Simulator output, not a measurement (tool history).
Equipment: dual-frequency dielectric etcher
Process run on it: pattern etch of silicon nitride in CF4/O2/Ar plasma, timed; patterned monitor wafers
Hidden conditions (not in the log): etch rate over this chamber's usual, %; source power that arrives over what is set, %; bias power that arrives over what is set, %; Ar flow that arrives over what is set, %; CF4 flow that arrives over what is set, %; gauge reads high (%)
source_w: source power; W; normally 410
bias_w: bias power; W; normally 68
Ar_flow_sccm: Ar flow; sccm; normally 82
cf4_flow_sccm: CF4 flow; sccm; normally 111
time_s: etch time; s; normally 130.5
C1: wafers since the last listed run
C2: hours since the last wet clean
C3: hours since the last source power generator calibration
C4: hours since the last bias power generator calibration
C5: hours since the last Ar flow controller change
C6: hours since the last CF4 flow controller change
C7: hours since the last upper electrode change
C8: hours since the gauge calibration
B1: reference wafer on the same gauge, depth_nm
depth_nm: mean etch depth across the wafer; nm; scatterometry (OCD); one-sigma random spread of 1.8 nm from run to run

run 1 hour=0 | source_w=320 bias_w=79 Ar_flow_sccm=82 cf4_flow_sccm=134 time_s=106 | C1=0 C2=394.1 C3=1954.9 C4=104.5 C5=4904.1 C6=4927.9 C7=5836.9 C8=1311.1 | B1=293.8 | depth_nm=198.2
-- hour=66.9 wet clean of the chamber
-- hour=90 gauge calibrated
run 2 hour=95.9 | source_w=460 bias_w=81 Ar_flow_sccm=70 cf4_flow_sccm=125 time_s=130.5 | C1=670 C2=29 C3=2050.8 C4=200.4 C5=5000 C6=5023.8 C7=5932.8 C8=5.9 | B1=293.7 | depth_nm=341.8
-- hour=120.1 upper electrode replaced
run 3 hour=120.6 | source_w=340 bias_w=68 Ar_flow_sccm=89 cf4_flow_sccm=123 time_s=130.5 | C1=6 C2=53.7 C3=2075.5 C4=225.1 C5=5024.7 C6=5048.5 C7=0.5 C8=30.6 | B1=293.6 | depth_nm=221.2
run 4 hour=130.2 | source_w=410 bias_w=68 Ar_flow_sccm=82 cf4_flow_sccm=111 time_s=106 | C1=89 C2=63.3 C3=2085.1 C4=234.7 C5=5034.3 C6=5058.1 C7=10.1 C8=40.2 | B1=293.3 | depth_nm=214.9
run 5 hour=156.3 | source_w=470 bias_w=54 Ar_flow_sccm=82 cf4_flow_sccm=126 time_s=167 | C1=243 C2=89.4 C3=2111.2 C4=260.8 C5=5060.4 C6=5084.2 C7=36.2 C8=66.3 | B1=294 | depth_nm=342.2
-- hour=180.9 CF4 flow controller replaced
run 6 hour=186.5 | source_w=380 bias_w=68 Ar_flow_sccm=82 cf4_flow_sccm=111 time_s=130.5 | C1=225 C2=119.6 C3=2141.4 C4=291 C5=5090.6 C6=5.6 C7=66.4 C8=96.5 | B1=293.9 | depth_nm=253.4
-- hour=213.1 source power generator calibrated
run 7 hour=221.1 | source_w=410 bias_w=68 Ar_flow_sccm=82 cf4_flow_sccm=111 time_s=130.5 | C1=285 C2=154.2 C3=8 C4=325.6 C5=5125.2 C6=40.2 C7=101 C8=131.1 | B1=293.8 | depth_nm=270.7
run 8 hour=240 | source_w=350 bias_w=68 Ar_flow_sccm=76 cf4_flow_sccm=126 time_s=130.5 | C1=176 C2=173.1 C3=26.9 C4=344.5 C5=5144.1 C6=59.1 C7=119.9 C8=150 | B1=294.3 | depth_nm=239.4
-- hour=258.7 Ar flow controller replaced
run 9 hour=261.7 | source_w=410 bias_w=68 Ar_flow_sccm=82 cf4_flow_sccm=111 time_s=130.5 | C1=146 C2=194.8 C3=48.6 C4=366.2 C5=3 C6=80.8 C7=141.6 C8=171.7 | B1=293.5 | depth_nm=272.3
run 10 hour=297.1 | source_w=350 bias_w=73 Ar_flow_sccm=82 cf4_flow_sccm=129 time_s=130.5 | C1=330 C2=230.2 C3=84 C4=401.6 C5=38.4 C6=116.2 C7=177 C8=207.1 | B1=294 | depth_nm=253.3
run 11 hour=317.3 | source_w=410 bias_w=68 Ar_flow_sccm=82 cf4_flow_sccm=111 time_s=130.5 | C1=188 C2=250.4 C3=104.2 C4=421.8 C5=58.6 C6=136.4 C7=197.2 C8=227.3 | B1=293.4 | depth_nm=270.1
run 12 hour=332.2 | source_w=410 bias_w=55 Ar_flow_sccm=82 cf4_flow_sccm=134 time_s=130.5 | C1=138 C2=265.3 C3=119.1 C4=436.7 C5=73.5 C6=151.3 C7=212.1 C8=242.2 | B1=293.2 | depth_nm=246.2
run 13 hour=346.6 | source_w=330 bias_w=68 Ar_flow_sccm=92 cf4_flow_sccm=111 time_s=118 | C1=134 C2=279.7 C3=133.5 C4=451.1 C5=87.9 C6=165.7 C7=226.5 C8=256.6 | B1=293.8 | depth_nm=197.6
run 14 hour=370.3 | source_w=320 bias_w=77 Ar_flow_sccm=68 cf4_flow_sccm=111 time_s=130.5 | C1=221 C2=303.4 C3=157.2 C4=474.8 C5=111.6 C6=189.4 C7=250.2 C8=280.3 | B1=294.5 | depth_nm=235.4
run 15 hour=397.2 | source_w=410 bias_w=68 Ar_flow_sccm=88 cf4_flow_sccm=111 time_s=130.5 | C1=250 C2=330.3 C3=184.1 C4=501.7 C5=138.5 C6=216.3 C7=277.1 C8=307.2 | B1=294.4 | depth_nm=273.5
run 16 hour=423 | source_w=410 bias_w=82 Ar_flow_sccm=68 cf4_flow_sccm=102 time_s=166.5 | C1=240 C2=356.1 C3=209.9 C4=527.5 C5=164.3 C6=242.1 C7=302.9 C8=333 | B1=293.5 | depth_nm=393.9
run 17 hour=457.1 | source_w=410 bias_w=68 Ar_flow_sccm=82 cf4_flow_sccm=111 time_s=130.5 | C1=317 C2=390.2 C3=244 C4=561.6 C5=198.4 C6=276.2 C7=337 C8=367.1 | B1=294 | depth_nm=277.7
run 18 hour=483.9 | source_w=410 bias_w=57 Ar_flow_sccm=88 cf4_flow_sccm=98 time_s=103.5 | C1=249 C2=417 C3=270.8 C4=588.4 C5=225.2 C6=303 C7=363.8 C8=393.9 | B1=294.7 | depth_nm=188.4
run 19 hour=509.4 | source_w=460 bias_w=68 Ar_flow_sccm=94 cf4_flow_sccm=121 time_s=130.5 | C1=237 C2=442.5 C3=296.3 C4=613.9 C5=250.7 C6=328.5 C7=389.3 C8=419.4 | B1=294.1 | depth_nm=308
run 20 hour=528.8 | source_w=440 bias_w=73 Ar_flow_sccm=82 cf4_flow_sccm=111 time_s=130.5 | C1=180 C2=461.9 C3=315.7 C4=633.3 C5=270.1 C6=347.9 C7=408.7 C8=438.8 | B1=294.4 | depth_nm=308.8
run 21 hour=546.4 | source_w=410 bias_w=68 Ar_flow_sccm=82 cf4_flow_sccm=111 time_s=130.5 | C1=164 C2=479.5 C3=333.3 C4=650.9 C5=287.7 C6=365.5 C7=426.3 C8=456.4 | B1=293.3 | depth_nm=277
run 22 hour=564.5 | source_w=410 bias_w=68 Ar_flow_sccm=82 cf4_flow_sccm=111 time_s=130.5 | C1=168 C2=497.6 C3=351.4 C4=669 C5=305.8 C6=383.6 C7=444.4 C8=474.5 | B1=294.1 | depth_nm=280

Below, each run's measurement less what the same run would have read without the hidden state. Both values contain the same run-to-run variation, but the gauge's scatter may not be the same in both:
run=1 depth_nm=+7.4
run=2 depth_nm=+2
run=3 depth_nm=+1.9
run=4 depth_nm=+2.1
run=5 depth_nm=+4.3
run=6 depth_nm=+4
run=7 depth_nm=+5.2
run=8 depth_nm=+5.2
run=9 depth_nm=+6.4
run=10 depth_nm=+7
run=11 depth_nm=+8.1
run=12 depth_nm=+7.7
run=13 depth_nm=+6.5
run=14 depth_nm=+8.3
run=15 depth_nm=+10.4
run=16 depth_nm=+16.1
run=17 depth_nm=+12.3
run=18 depth_nm=+8.8
run=19 depth_nm=+15.3
run=20 depth_nm=+15.9
run=21 depth_nm=+14.7
run=22 depth_nm=+15.5

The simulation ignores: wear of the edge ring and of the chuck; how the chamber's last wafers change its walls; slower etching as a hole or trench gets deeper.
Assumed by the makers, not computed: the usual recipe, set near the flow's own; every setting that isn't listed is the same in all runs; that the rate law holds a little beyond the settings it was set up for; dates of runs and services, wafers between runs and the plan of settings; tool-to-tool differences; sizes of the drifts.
